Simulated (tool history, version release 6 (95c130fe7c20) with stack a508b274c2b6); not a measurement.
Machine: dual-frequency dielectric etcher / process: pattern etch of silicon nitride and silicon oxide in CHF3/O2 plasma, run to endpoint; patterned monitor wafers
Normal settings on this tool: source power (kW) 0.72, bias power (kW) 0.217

run     day  source power (kW)  bias power (kW)  incoming incoming film thickness, nm  endpoint time (s)
  1       0               0.65            0.217                                   255              172.3
  2   2.788               0.86            0.217                                 258.1              158.1
  3   5.321               0.86            0.217                                 252.7              155.7
  4     7.2               0.72            0.217                                 253.7                169
  5   8.721               0.72            0.217                                 257.9              169.2
  6  10.971               0.72            0.229                                 253.4              164.1
  7  13.279               0.72            0.217                                 255.3              169.3
     14.358  -- wet clean of the chamber
  8  14.458               0.72            0.217                                 253.2              165.8
  9  16.192               0.72            0.217                                 254.3              166.8
 10  19.129               0.72            0.176                                   255              175.4
 11  21.392               0.72            0.176                                 257.2              176.8
 12  23.925               0.72            0.176                                 255.6                179
 13  25.992               0.72            0.258                                 253.3              159.9
     28.208  -- upper electrode replaced
 14  28.229               0.72            0.258                                 255.2                157
 15  29.492               0.72            0.217                                 253.5                167
 16  32.312               0.72            0.217                                 255.8              166.2
 17  33.475               0.72            0.217                                 257.8              169.4
 18  34.604               0.72            0.217                                   253              167.3
 19  37.338               0.72            0.171                                 253.8              174.9
     39.758  -- wet clean of the chamber
 20  40.238               0.72            0.217                                   255              166.6
 21  42.462               0.58            0.243                                 254.1              173.1
 22  45.433               0.58            0.164                                 256.6                193
     45.679  -- bias power generator calibrated
 23    47.4               0.65            0.177                                 255.3              182.7
 24  48.742               0.63            0.197                                 255.5              180.1
 25  50.017               0.65            0.217                                 255.2              172.2
     51.988  -- source power generator calibrated
 26  53.554               0.72            0.256                                 254.3              159.2
 27  55.525               0.72            0.217                                 256.8              165.9
 28  60.096               0.78            0.259                                 254.6              153.4
 29  62.746               0.66            0.234                                 254.5              166.5
     66.129  -- wet clean of the chamber
 30   66.15               0.65            0.164                                 253.3              182.3
 31  67.708                0.8            0.217                                 250.9                159
 32  68.929               0.83            0.217                                 255.8              161.3
 33  71.867               0.83            0.181                                 254.5              165.6
 34   73.65               0.64            0.231                                 254.7              169.1
 35  76.096               0.65            0.259                                 254.2              163.8
 36  77.762               0.56            0.247                                 253.5              176.2

Each row is a separate what-if for the run after 36, all from the same tool condition, not one after another. Results?
  A  77.783               0.72            0.217                                 252.2                  ?
  B  77.783               0.77            0.171                                 252.2                  ?
  C  77.783               0.59            0.233                                 252.2                  ?

run  endpoint time (s)
  A              168.3
  B              174.4
  C              176.2
Take away the tool's hidden state, keep each run's random variation, and the runs would have read:
run  endpoint time (s)
  A              168.3
  B              174.4
  C              176.2
